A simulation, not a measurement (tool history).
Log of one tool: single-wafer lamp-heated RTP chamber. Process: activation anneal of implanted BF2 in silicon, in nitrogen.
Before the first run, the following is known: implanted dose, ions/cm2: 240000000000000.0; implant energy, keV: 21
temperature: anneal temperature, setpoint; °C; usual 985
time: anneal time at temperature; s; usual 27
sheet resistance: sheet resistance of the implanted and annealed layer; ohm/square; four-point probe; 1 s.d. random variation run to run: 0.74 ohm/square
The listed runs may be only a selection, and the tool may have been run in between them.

run	day	temperature	time	read-back reference wafer on the same gauge, sheet resistance	sheet resistance
1	0	971	18	580.95	509.99
# day 0.304: gauge calibrated
2	0.462	971	18	577.72	507.63
3	1.046	985	27	578.35	496.63
4	1.625	985	27	578.42	497.52
5	2.188	967	27	578.39	509.04
6	2.479	967	27	578.54	507.18
7	3	967	27	578.91	509.73
# day 3.508: reflector plate cleaned
8	3.579	985	27	579.07	498.81
9	4.238	985	23	579.95	499.16
10	4.767	1002	39	580.33	493.03
11	5.458	995	21	580.54	497.83
12	6.121	1004	21	580.93	497.99
# day 6.617: pyrometer window cleaned and pyrometer calibrated
# day 7.225: gauge calibrated
13	8.054	1004	21	577.57	494.19
14	8.446	966	27	577.84	507.74
15	8.967	956	42	578.02	518.34
16	9.438	1015	18	578.48	496.09

Estimate the outcome of run 17 from the log above:
17	10.075	1006	36	?	?

read-back reference wafer on the same gauge, sheet resistance: 578.93
sheet resistance: 492.37 ohm/square
If the tool had no hidden condition, the same run with the same run-to-run variation would have returned sheet resistance 490.91 ohm/square.

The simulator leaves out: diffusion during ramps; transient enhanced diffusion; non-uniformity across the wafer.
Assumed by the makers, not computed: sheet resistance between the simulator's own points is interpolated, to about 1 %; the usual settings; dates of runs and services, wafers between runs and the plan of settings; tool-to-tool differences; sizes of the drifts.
